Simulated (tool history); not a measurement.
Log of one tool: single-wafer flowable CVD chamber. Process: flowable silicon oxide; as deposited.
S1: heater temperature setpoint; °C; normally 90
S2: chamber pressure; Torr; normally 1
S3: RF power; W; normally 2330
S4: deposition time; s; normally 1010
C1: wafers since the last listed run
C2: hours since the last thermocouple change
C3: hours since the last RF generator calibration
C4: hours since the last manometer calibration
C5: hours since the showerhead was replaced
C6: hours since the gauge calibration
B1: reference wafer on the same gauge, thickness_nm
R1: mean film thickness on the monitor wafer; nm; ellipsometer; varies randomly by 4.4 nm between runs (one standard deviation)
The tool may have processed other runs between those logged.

{"run": 1, "hour": 0.0, "S1": 90, "S2": 1.13, "S3": 2330, "S4": 1010, "C1": 0, "C2": 1842.5, "C3": 581.8, "C4": 1969, "C5": 5349.8, "C6": 388.1, "B1": 1111.714, "R1": 1301.319}
{"run": 2, "hour": 29.1, "S1": 90, "S2": 1.13, "S3": 2330, "S4": 1010, "C1": 48, "C2": 1871.6, "C3": 610.9, "C4": 1998.1, "C5": 5378.9, "C6": 417.2, "B1": 1111.078, "R1": 1304.413}
{"run": 3, "hour": 66.8, "S1": 90, "S2": 1, "S3": 2615, "S4": 1010, "C1": 62, "C2": 1909.3, "C3": 648.6, "C4": 2035.8, "C5": 5416.6, "C6": 454.9, "B1": 1110.897, "R1": 1227.803}
{"run": 4, "hour": 91.6, "S1": 90, "S2": 1, "S3": 2615, "S4": 1010, "C1": 41, "C2": 1934.1, "C3": 673.4, "C4": 2060.6, "C5": 5441.4, "C6": 479.7, "B1": 1109.932, "R1": 1221.979}
{"hour": 118.5, "done": "capacitance manometer re-zeroed and calibrated"}
{"run": 5, "hour": 119.1, "S1": 90, "S2": 1, "S3": 2330, "S4": 1010, "C1": 32, "C2": 1961.6, "C3": 700.9, "C4": 0.6, "C5": 5468.9, "C6": 507.2, "B1": 1110.656, "R1": 1146.382}
{"run": 6, "hour": 140.1, "S1": 90, "S2": 1, "S3": 2330, "S4": 1010, "C1": 35, "C2": 1982.6, "C3": 721.9, "C4": 21.6, "C5": 5489.9, "C6": 528.2, "B1": 1110.138, "R1": 1146.578}
{"run": 7, "hour": 173.4, "S1": 90, "S2": 1, "S3": 2330, "S4": 1010, "C1": 55, "C2": 2015.9, "C3": 755.2, "C4": 54.9, "C5": 5523.2, "C6": 561.5, "B1": 1108.288, "R1": 1159.98}
{"run": 8, "hour": 197.6, "S1": 90, "S2": 1, "S3": 2330, "S4": 1130, "C1": 40, "C2": 2040.1, "C3": 779.4, "C4": 79.1, "C5": 5547.4, "C6": 585.7, "B1": 1108.761, "R1": 1292.672}
{"run": 9, "hour": 212.8, "S1": 90, "S2": 1, "S3": 2330, "S4": 1130, "C1": 25, "C2": 2055.3, "C3": 794.6, "C4": 94.3, "C5": 5562.6, "C6": 600.9, "B1": 1109.232, "R1": 1298.105}
{"run": 10, "hour": 226.5, "S1": 99, "S2": 1.15, "S3": 2670, "S4": 1140, "C1": 22, "C2": 2069, "C3": 808.3, "C4": 108, "C5": 5576.3, "C6": 614.6, "B1": 1109.175, "R1": 1034.869}
{"run": 11, "hour": 241.1, "S1": 90, "S2": 1, "S3": 2330, "S4": 1010, "C1": 24, "C2": 2083.6, "C3": 822.9, "C4": 122.6, "C5": 5590.9, "C6": 629.2, "B1": 1109.536, "R1": 1167.766}
{"hour": 272.4, "done": "thermocouple changed; heater temperature recalibrated"}
{"run": 12, "hour": 272.9, "S1": 90, "S2": 1, "S3": 2330, "S4": 1010, "C1": 39, "C2": 0.5, "C3": 854.7, "C4": 154.4, "C5": 5622.7, "C6": 661, "B1": 1110.977, "R1": 1159.364}
{"run": 13, "hour": 289.4, "S1": 101, "S2": 1, "S3": 2330, "S4": 1190, "C1": 27, "C2": 17, "C3": 871.2, "C4": 170.9, "C5": 5639.2, "C6": 677.5, "B1": 1109.948, "R1": 901.804}
{"run": 14, "hour": 318.6, "S1": 90, "S2": 0.81, "S3": 2330, "S4": 900, "C1": 48, "C2": 46.2, "C3": 900.4, "C4": 200.1, "C5": 5668.4, "C6": 706.7, "B1": 1111.396, "R1": 908.902}
{"run": 15, "hour": 348.4, "S1": 90, "S2": 1, "S3": 1950, "S4": 1150, "C1": 49, "C2": 76, "C3": 930.2, "C4": 229.9, "C5": 5698.2, "C6": 736.5, "B1": 1110.938, "R1": 1300.835}
{"hour": 352.3, "done": "gauge calibrated"}
{"run": 16, "hour": 362.7, "S1": 90, "S2": 0.82, "S3": 1930, "S4": 910, "C1": 23, "C2": 90.3, "C3": 944.5, "C4": 244.2, "C5": 5712.5, "C6": 10.4, "B1": 1110.767, "R1": 906.796}
{"run": 17, "hour": 374.8, "S1": 95, "S2": 1, "S3": 1900, "S4": 1010, "C1": 20, "C2": 102.4, "C3": 956.6, "C4": 256.3, "C5": 5724.6, "C6": 22.5, "B1": 1110.776, "R1": 941.376}
{"run": 18, "hour": 398.3, "S1": 90, "S2": 1, "S3": 2615, "S4": 1010, "C1": 39, "C2": 125.9, "C3": 980.1, "C4": 279.8, "C5": 5748.1, "C6": 46, "B1": 1110.086, "R1": 1188.432}
{"hour": 416.5, "done": "RF generator calibrated"}
{"run": 19, "hour": 422.1, "S1": 90, "S2": 1, "S3": 2330, "S4": 1010, "C1": 26, "C2": 149.7, "C3": 5.6, "C4": 303.6, "C5": 5771.9, "C6": 69.8, "B1": 1110.502, "R1": 1172.087}
{"run": 20, "hour": 435.2, "S1": 103, "S2": 1.08, "S3": 2330, "S4": 1010, "C1": 21, "C2": 162.8, "C3": 18.7, "C4": 316.7, "C5": 5785, "C6": 82.9, "B1": 1110.829, "R1": 752.458}

The next listed run, before its measurement:
{"hour": 511.8, "done": "showerhead replaced"}
{"run": 21, "hour": 537.9, "S1": 86, "S2": 1.12, "S3": 2180, "S4": 910, "C1": 157, "C2": 265.5, "C3": 121.4, "C4": 419.4, "C5": 26.1, "C6": 185.6, "B1": "?", "R1": "?"}

{"run 21": {"B1": 1108.34, "R1": 1293.347}}
On a tool with no hidden condition, and with the same random variation, this run would have come out at R1 1269.174 nm.

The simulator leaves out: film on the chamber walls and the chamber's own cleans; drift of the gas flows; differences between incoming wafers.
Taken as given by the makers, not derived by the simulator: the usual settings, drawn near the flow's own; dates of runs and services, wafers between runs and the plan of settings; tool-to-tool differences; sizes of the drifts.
